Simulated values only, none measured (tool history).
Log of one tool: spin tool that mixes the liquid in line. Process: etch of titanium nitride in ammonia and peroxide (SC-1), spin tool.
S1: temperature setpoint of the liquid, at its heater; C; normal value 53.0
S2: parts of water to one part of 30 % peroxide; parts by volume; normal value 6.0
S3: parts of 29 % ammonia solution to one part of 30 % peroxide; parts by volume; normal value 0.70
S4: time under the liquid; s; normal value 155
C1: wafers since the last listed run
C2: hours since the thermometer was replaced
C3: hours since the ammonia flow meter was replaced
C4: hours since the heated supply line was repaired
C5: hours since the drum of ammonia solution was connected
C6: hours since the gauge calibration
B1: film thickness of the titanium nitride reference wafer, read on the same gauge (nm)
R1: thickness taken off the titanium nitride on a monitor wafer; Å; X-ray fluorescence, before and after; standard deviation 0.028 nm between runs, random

{"run": 1, "hour": 0.0, "S1": 53.0, "S2": 6.0, "S3": 0.7, "S4": 155, "C1": 0, "C2": 263.7, "C3": 1757.3, "C4": 4369.2, "C5": 575.9, "C6": 112.7, "B1": 149.98, "R1": 92.6}
{"hour": 28.7, "done": "heated supply line repaired"}
{"hour": 38.1, "done": "new drum of ammonia solution connected"}
{"run": 2, "hour": 72.2, "S1": 53.0, "S2": 6.0, "S3": 0.7, "S4": 155, "C1": 748, "C2": 335.9, "C3": 1829.5, "C4": 43.5, "C5": 34.1, "C6": 184.9, "B1": 149.97, "R1": 92.5}
{"run": 3, "hour": 126.1, "S1": 53.0, "S2": 6.0, "S3": 0.45, "S4": 155, "C1": 574, "C2": 389.8, "C3": 1883.4, "C4": 97.4, "C5": 88.0, "C6": 238.8, "B1": 150.0, "R1": 86.1}
{"run": 4, "hour": 186.1, "S1": 53.0, "S2": 6.0, "S3": 0.45, "S4": 155, "C1": 639, "C2": 449.8, "C3": 1943.4, "C4": 157.4, "C5": 148.0, "C6": 298.8, "B1": 150.01, "R1": 86.1}
{"run": 5, "hour": 257.3, "S1": 53.0, "S2": 6.0, "S3": 0.7, "S4": 95, "C1": 759, "C2": 521.0, "C3": 2014.6, "C4": 228.6, "C5": 219.2, "C6": 370.0, "B1": 149.93, "R1": 56.6}
{"run": 6, "hour": 347.1, "S1": 53.0, "S2": 6.0, "S3": 0.9, "S4": 155, "C1": 957, "C2": 610.8, "C3": 2104.4, "C4": 318.4, "C5": 309.0, "C6": 459.8, "B1": 150.02, "R1": 95.3}
{"run": 7, "hour": 447.4, "S1": 53.0, "S2": 6.0, "S3": 0.7, "S4": 155, "C1": 1069, "C2": 711.1, "C3": 2204.7, "C4": 418.7, "C5": 409.3, "C6": 560.1, "B1": 150.06, "R1": 92.6}
{"run": 8, "hour": 544.1, "S1": 53.0, "S2": 5.0, "S3": 0.7, "S4": 215, "C1": 1030, "C2": 807.8, "C3": 2301.4, "C4": 515.4, "C5": 506.0, "C6": 656.8, "B1": 149.94, "R1": 140.0}
{"run": 9, "hour": 627.6, "S1": 53.0, "S2": 7.0, "S3": 0.35, "S4": 155, "C1": 890, "C2": 891.3, "C3": 2384.9, "C4": 598.9, "C5": 589.5, "C6": 740.3, "B1": 149.97, "R1": 76.5}
{"hour": 698.1, "done": "ammonia flow meter replaced"}
{"run": 10, "hour": 698.4, "S1": 59.0, "S2": 7.0, "S3": 0.7, "S4": 95, "C1": 744, "C2": 962.1, "C3": 0.3, "C4": 669.7, "C5": 660.3, "C6": 811.1, "B1": 150.02, "R1": 78.5}
{"run": 11, "hour": 791.1, "S1": 50.0, "S2": 5.0, "S3": 0.7, "S4": 155, "C1": 988, "C2": 1054.8, "C3": 93.0, "C4": 762.4, "C5": 753.0, "C6": 903.8, "B1": 149.98, "R1": 81.5}
{"hour": 826.4, "done": "new drum of ammonia solution connected"}
{"run": 12, "hour": 888.6, "S1": 53.0, "S2": 5.0, "S3": 0.7, "S4": 90, "C1": 1028, "C2": 1152.3, "C3": 190.5, "C4": 859.9, "C5": 62.2, "C6": 1001.3, "B1": 149.96, "R1": 58.0}
{"run": 13, "hour": 977.8, "S1": 53.0, "S2": 5.0, "S3": 0.7, "S4": 95, "C1": 950, "C2": 1241.5, "C3": 279.7, "C4": 949.1, "C5": 151.4, "C6": 1090.5, "B1": 150.02, "R1": 61.4}
{"run": 14, "hour": 1033.0, "S1": 48.0, "S2": 5.0, "S3": 0.45, "S4": 85, "C1": 588, "C2": 1296.7, "C3": 334.9, "C4": 1004.3, "C5": 206.6, "C6": 1145.7, "B1": 150.03, "R1": 36.2}
{"run": 15, "hour": 1118.3, "S1": 59.0, "S2": 6.0, "S3": 1.0, "S4": 90, "C1": 909, "C2": 1382.0, "C3": 420.2, "C4": 1089.6, "C5": 291.9, "C6": 1231.0, "B1": 150.02, "R1": 84.3}
{"run": 16, "hour": 1217.9, "S1": 56.5, "S2": 8.5, "S3": 0.7, "S4": 155, "C1": 1061, "C2": 1481.6, "C3": 519.8, "C4": 1189.2, "C5": 391.5, "C6": 1330.6, "B1": 150.0, "R1": 99.3}
{"run": 17, "hour": 1297.2, "S1": 53.0, "S2": 6.0, "S3": 0.7, "S4": 155, "C1": 845, "C2": 1560.9, "C3": 599.1, "C4": 1268.5, "C5": 470.8, "C6": 1409.9, "B1": 150.02, "R1": 92.3}
{"run": 18, "hour": 1381.0, "S1": 58.0, "S2": 6.0, "S3": 0.4, "S4": 155, "C1": 893, "C2": 1644.7, "C3": 682.9, "C4": 1352.3, "C5": 554.6, "C6": 1493.7, "B1": 150.01, "R1": 118.0}
{"hour": 1457.5, "done": "new drum of ammonia solution connected"}
{"run": 19, "hour": 1464.3, "S1": 58.0, "S2": 6.0, "S3": 0.4, "S4": 155, "C1": 877, "C2": 1728.0, "C3": 766.2, "C4": 1435.6, "C5": 6.8, "C6": 1577.0, "B1": 149.99, "R1": 118.9}
{"run": 20, "hour": 1544.2, "S1": 53.0, "S2": 6.0, "S3": 0.7, "S4": 155, "C1": 851, "C2": 1807.9, "C3": 846.1, "C4": 1515.5, "C5": 86.7, "C6": 1656.9, "B1": 149.99, "R1": 92.5}
{"run": 21, "hour": 1584.0, "S1": 53.0, "S2": 6.0, "S3": 0.7, "S4": 155, "C1": 424, "C2": 1847.7, "C3": 885.9, "C4": 1555.3, "C5": 126.5, "C6": 1696.7, "B1": 150.07, "R1": 92.3}
{"run": 22, "hour": 1690.3, "S1": 53.0, "S2": 7.5, "S3": 0.7, "S4": 75, "C1": 1133, "C2": 1954.0, "C3": 992.2, "C4": 1661.6, "C5": 232.8, "C6": 1803.0, "B1": 150.03, "R1": 40.0}
{"run": 23, "hour": 1786.6, "S1": 53.0, "S2": 6.0, "S3": 0.7, "S4": 240, "C1": 1026, "C2": 2050.3, "C3": 1088.5, "C4": 1757.9, "C5": 329.1, "C6": 1899.3, "B1": 150.05, "R1": 143.7}
{"run": 24, "hour": 1866.6, "S1": 62.0, "S2": 6.0, "S3": 0.7, "S4": 110, "C1": 852, "C2": 2130.3, "C3": 1168.5, "C4": 1837.9, "C5": 409.1, "C6": 1979.3, "B1": 150.04, "R1": 119.1}

Here are 4 independent what-if runs from the current tool condition. What would each one return?
{"run": "A", "hour": 1867.1, "S1": 53.0, "S2": 7.0, "S3": 0.7, "S4": 155, "C1": 5, "C2": 2130.8, "C3": 1169.0, "C4": 1838.4, "C5": 409.6, "C6": 1979.8, "B1": "?", "R1": "?"}
{"run": "B", "hour": 1867.1, "S1": 49.0, "S2": 7.0, "S3": 0.7, "S4": 155, "C1": 5, "C2": 2130.8, "C3": 1169.0, "C4": 1838.4, "C5": 409.6, "C6": 1979.8, "B1": "?", "R1": "?"}
{"run": "C", "hour": 1867.1, "S1": 60.5, "S2": 5.0, "S3": 0.85, "S4": 85, "C1": 5, "C2": 2130.8, "C3": 1169.0, "C4": 1838.4, "C5": 409.6, "C6": 1979.8, "B1": "?", "R1": "?"}
{"run": "D", "hour": 1867.1, "S1": 53.0, "S2": 6.0, "S3": 0.7, "S4": 100, "C1": 5, "C2": 2130.8, "C3": 1169.0, "C4": 1838.4, "C5": 409.6, "C6": 1979.8, "B1": "?", "R1": "?"}

run=A B1=149.99 R1=86.0
run=B B1=149.99 R1=65.2
run=C B1=149.99 R1=93.4
run=D B1=149.99 R1=59.7
What these runs would have given with no unlogged condition in the tool:
run=A R1=86.0
run=B R1=65.2
run=C R1=93.4
run=D R1=59.7
